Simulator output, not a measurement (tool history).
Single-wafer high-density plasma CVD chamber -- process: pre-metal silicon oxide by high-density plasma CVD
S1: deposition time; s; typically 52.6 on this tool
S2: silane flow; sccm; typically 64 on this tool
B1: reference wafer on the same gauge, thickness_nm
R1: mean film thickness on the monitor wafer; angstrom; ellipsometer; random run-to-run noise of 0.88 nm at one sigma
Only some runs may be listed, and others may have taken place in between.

run    hour    S1  S2       B1       R1
  1     0.0  52.6  64  303.004  3078.65
  2    54.8  52.6  64  302.908  3088.86
  3    94.2  52.6  64  302.955  3093.11
  4   175.6  52.6  64  302.954  3109.28
  5   239.4  52.6  64  303.120  3096.47
  6   278.3  52.6  64  303.144  3105.58
  7   379.3  44.8  64  303.197  2638.64
  8   473.4  44.8  64  302.963  2641.07
  9   568.5  44.8  64  302.942  2642.01
 10   649.1  52.6  64  302.927  3098.99
 11   715.6  52.6  64  303.199  3090.12
 12   811.2  52.6  64  303.071  3087.05
 13   992.2  52.6  64  303.279  3096.05
 14  1278.5  52.6  71  302.876  3516.09
 15  1369.1  52.6  71  303.261  3504.92
 16  1449.8  52.6  67  302.886  3298.84
 17  1522.0  52.6  67  302.630  3296.45
 18  1598.5  52.6  64  303.076  3156.12
 19  1636.0  52.6  64  302.676  3156.53
 20  1699.0  60.2  58  302.753  3266.97
 21  1788.1  52.6  64  302.978  3137.01
 22  1860.3  47.9  72  303.404  3214.82
 23  2147.1  52.6  64  302.914  3135.39
 24  2444.1  45.3  74  302.827  3109.23
 25  2551.1  52.6  60  302.956  2921.96
 26  2590.2  52.6  64  303.206  3111.48
 27  2661.7  60.0  60  302.909  3319.58
 28  2730.7  59.1  76  302.899  4153.98
 29  2772.9  59.2  52  302.950  2856.57
 30  2850.4  60.9  59  303.047  3308.01
 31  3093.4  45.3  73  303.040  3043.68
 32  3189.3  52.6  64  303.116  3116.38
 33  3229.4  52.6  64  302.884  3079.18
 34  3320.1  52.6  60  303.292  2911.39
 35  3393.2  44.5  69  302.787  2828.77
 36  3482.7  61.9  56  302.886  3186.83

Not shown: 2 entries that the log had between the listed runs. Between which runs, and how does the tool's hidden state differ before and after?
From run 13 to run 14: silane flow controller replaced (hour 1189.6)
  delivered silane flow above the setpoint (%): -2.63 -> -0.457
  what was measured, less what the result would be without the hidden state, R1: -83.47 -> -16.15 angstrom
From run 20 to run 21: gauge calibrated (hour 1755.0)
  delivered silane flow above the setpoint (%): -1.1 -> -1.21
  what was measured, less what the result would be without the hidden state, R1: -36.26 -> -38.52 angstrom
